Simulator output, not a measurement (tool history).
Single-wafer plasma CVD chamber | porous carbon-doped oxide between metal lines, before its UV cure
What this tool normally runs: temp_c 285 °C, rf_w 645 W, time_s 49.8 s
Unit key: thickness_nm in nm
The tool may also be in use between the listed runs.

run   hour  temp_c  rf_w  time_s  read-back reference wafer on the same gauge, thickness_nm  thickness_nm
  1      0     285   645    49.8                                                    347.039       306.479
  2   16.5     285   645    49.8                                                     347.14       307.181
  3   22.9     285   645    49.8                                                    347.046       306.261
  4   28.9     285   645    49.8                                                    346.901       306.427
  5   35.2     285   645    49.8                                                    347.182        306.55
  6   51.6     285   645    49.8                                                    346.861       305.699
  7   65.8     285   645    49.8                                                    347.165       306.921
  8   73.6     285   645    49.8                                                    346.965       307.235
  9   89.5     285   645    49.8                                                    346.982       306.167
 10   95.9     285   645    49.8                                                    347.019        308.05
 11  109.8     285   645    49.8                                                    347.011       306.776
 12  122.2     285   645    49.8                                                    346.676         307.1
 13  133.4     285   645    49.8                                                    346.957       307.454
 14  150.6     285   585    41.9                                                    347.037        238.28
 15    168     285   585    41.9                                                     346.91       238.254
 16    186     285   725    49.8                                                    346.869        339.13
 17  195.2     285   645    49.8                                                    346.953       307.501
 18  212.5     297   645    52.3                                                    346.893       299.674
     223.3  -- gauge calibrated
 19  229.1     298   645    49.8                                                    346.977        282.81
 20    242     290   730    42.3                                                    347.003       282.479
     256.3  -- thermocouple changed; heater temperature recalibrated
     269.7  -- RF generator calibrated
 21    270     285   565    52.7                                                    346.907       295.274
 22    283     285   645    49.8                                                    347.072       314.224
 23  290.9     285   645    49.8                                                    347.062       313.784
     303.2  -- showerhead replaced
 24  303.7     295   645    39.9                                                    346.812       237.393
 25  311.5     285   645    49.8                                                    347.049       313.926
 26  325.5     290   750    44.2                                                    346.788       306.088
 27  335.6     285   740    58.5                                                    346.875       411.515
 28  349.8     292   645    56.8                                                    347.225       340.891
 29  356.5     285   645    49.8                                                    346.863        312.07
 30    367     279   645    53.5                                                    346.985       347.463
 31  391.8     277   645    49.8                                                    347.074       328.137
 32    407     285   645    57.8                                                    347.127       358.647
 33  423.3     285   645    49.8                                                    346.879       311.116

Each run again, without the hidden state but with its own random variation kept:
The hidden state here: wafer temperature above the value expected at the setpoint (K); delivered RF power above the setpoint (%); gauge reads high (%).
run  thickness_nm
  1       315.072
  2       315.716
  3        314.74
  4       314.881
  5       314.977
  6        314.02
  7       315.202
  8       315.483
  9       314.301
 10       316.199
 11       314.813
 12       315.073
 13       315.371
 14       244.562
 15       244.452
 16       347.168
 17       315.036
 18       307.704
 19       290.334
 20       289.071
 21       295.754
 22       315.125
 23        314.92
 24       238.522
 25       315.661
 26       308.126
 27       414.632
 28       343.912
 29       315.027
 30        351.07
 31       332.205
 32       363.507
 33       315.717
